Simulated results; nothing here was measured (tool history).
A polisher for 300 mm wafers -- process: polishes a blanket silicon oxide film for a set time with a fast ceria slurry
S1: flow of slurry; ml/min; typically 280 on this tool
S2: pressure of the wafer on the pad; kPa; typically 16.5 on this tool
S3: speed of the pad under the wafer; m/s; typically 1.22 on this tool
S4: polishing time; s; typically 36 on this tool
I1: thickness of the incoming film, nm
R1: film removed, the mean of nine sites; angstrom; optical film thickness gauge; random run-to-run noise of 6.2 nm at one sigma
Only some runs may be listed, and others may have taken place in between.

run   hour   S1    S2    S3  S4      I1    R1
  1    0.0  280  16.5  1.22  32  1697.6  4588
  2   65.2  280  16.5  1.22  32  1707.8  4427
  3   80.8  230  16.5  1.48  36  1725.7  5884
  4  111.8  280  16.5  1.22  36  1706.6  5026
  5  130.0  280  16.5  1.22  36  1687.3  5065
  6  159.4  280  16.5  1.22  36  1708.5  4933
  7  180.1  280  16.5  1.22  36  1699.2  5136
  8  208.1  355  22.1  1.22  36  1723.8  6491
  9  233.3  355  21.4  1.22  36  1737.9  6533
 10  266.2  330  21.4  1.38  36  1702.7  7174
 11  281.4  315  16.5  0.88  36  1693.4  3915
 12  310.3  230  16.5  1.48  36  1723.7  5716
 13  330.3  280  20.7  1.38  48  1726.5  9125
 14  363.6  280  16.5  1.22  42  1676.4  5990

Put back what was entered between runs (5 entries, withheld): which listed runs does each sit between, and how does the hidden state differ from the listed run before to the listed run after?
Logged between run 3 and run 4: worn pad replaced by a new one (hour 94.1)
  both runs share identical hidden conditions
Logged between run 5 and run 6: slurry nozzle cleaned (hour 142.2)
  both runs share identical hidden conditions
Logged between run 8 and run 9: worn pad replaced by a new one (hour 216.7); head pressure recalibrated (hour 218.1)
  both runs share identical hidden conditions
Logged between run 12 and run 13: worn pad replaced by a new one (hour 327.9)
  both runs share identical hidden conditions

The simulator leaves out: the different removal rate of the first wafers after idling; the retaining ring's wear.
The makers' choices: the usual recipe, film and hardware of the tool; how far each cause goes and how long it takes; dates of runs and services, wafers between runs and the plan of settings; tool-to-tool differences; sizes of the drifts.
